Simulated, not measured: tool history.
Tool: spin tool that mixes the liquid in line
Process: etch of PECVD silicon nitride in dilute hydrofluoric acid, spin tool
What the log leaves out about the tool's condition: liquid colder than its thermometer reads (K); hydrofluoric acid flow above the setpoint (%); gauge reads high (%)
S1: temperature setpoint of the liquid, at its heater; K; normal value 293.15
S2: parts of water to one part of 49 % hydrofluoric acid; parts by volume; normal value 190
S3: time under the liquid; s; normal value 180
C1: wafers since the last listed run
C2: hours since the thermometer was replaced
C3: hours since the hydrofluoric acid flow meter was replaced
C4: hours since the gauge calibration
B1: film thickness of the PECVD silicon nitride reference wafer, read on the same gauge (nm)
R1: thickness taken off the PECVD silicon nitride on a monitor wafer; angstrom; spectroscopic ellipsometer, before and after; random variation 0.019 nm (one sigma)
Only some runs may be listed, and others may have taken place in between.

Run 1, hour 0: usual settings; C1 0; C2 1825.4; C3 644.1; C4 62.5; B1 149.993. Result: R1 12.03 angstrom.
Run 2, hour 27.8: usual settings; C1 160; C2 1853.2; C3 671.9; C4 90.3; B1 150.023. Result: R1 12.05 angstrom.
Run 3, hour 42.5: usual settings; C1 85; C2 1867.9; C3 686.6; C4 105; B1 149.997. Result: R1 11.88 angstrom.
Run 4, hour 68: usual settings; C1 147; C2 1893.4; C3 712.1; C4 130.5; B1 149.994. Result: R1 12.2 angstrom.
Run 5, hour 85.4: usual settings; C1 100; C2 1910.8; C3 729.5; C4 147.9; B1 149.988. Result: R1 12.06 angstrom.
Run 6, hour 100.3: usual settings; C1 86; C2 1925.7; C3 744.4; C4 162.8; B1 149.961. Result: R1 12.18 angstrom.
At hour 126.7: gauge calibrated.
Run 7, hour 129.4: usual settings but S2 150 parts by volume; C1 168; C2 1954.8; C3 773.5; C4 2.7; B1 150.005. Result: R1 15.39 angstrom.
Run 8, hour 149.4: usual settings but S3 115 s; C1 115; C2 1974.8; C3 793.5; C4 22.7; B1 149.972. Result: R1 7.62 angstrom.
At hour 159: hydrofluoric acid flow meter replaced.
Run 9, hour 179.8: usual settings but S1 297.65 K, S3 140 s; C1 170; C2 2005.2; C3 20.8; C4 53.1; B1 150.039. Result: R1 12.66 angstrom.
At hour 204.6: thermometer replaced.
Run 10, hour 214: usual settings but S2 115 parts by volume; C1 192; C2 9.4; C3 55; C4 87.3; B1 149.989. Result: R1 19.92 angstrom.
Run 11, hour 248: usual settings but S1 297.65 K, S2 230 parts by volume; C1 196; C2 43.4; C3 89; C4 121.3; B1 149.97. Result: R1 13.17 angstrom.
Run 12, hour 275.9: usual settings; C1 161; C2 71.3; C3 116.9; C4 149.2; B1 149.962. Result: R1 12.15 angstrom.
Run 13, hour 289.3: usual settings; C1 77; C2 84.7; C3 130.3; C4 162.6; B1 149.98. Result: R1 12.24 angstrom.
At hour 294.3: gauge calibrated.
Run 14, hour 308.9: usual settings but S1 290.15 K; C1 113; C2 104.3; C3 149.9; C4 14.6; B1 149.963. Result: R1 9.62 angstrom.
Run 15, hour 326.4: usual settings; C1 101; C2 121.8; C3 167.4; C4 32.1; B1 149.967. Result: R1 12.05 angstrom.

Run 16 comes next. What will it give?
Run 16, hour 343: usual settings but S2 105 parts by volume; C1 96; C2 138.4; C3 184; C4 48.7; B1 ?. Result: R1 ?.

For run 16 the tool returned B1 149.979, R1 21.14 angstrom.
With no hidden state in the tool, this same run would have given R1 21.14 angstrom.

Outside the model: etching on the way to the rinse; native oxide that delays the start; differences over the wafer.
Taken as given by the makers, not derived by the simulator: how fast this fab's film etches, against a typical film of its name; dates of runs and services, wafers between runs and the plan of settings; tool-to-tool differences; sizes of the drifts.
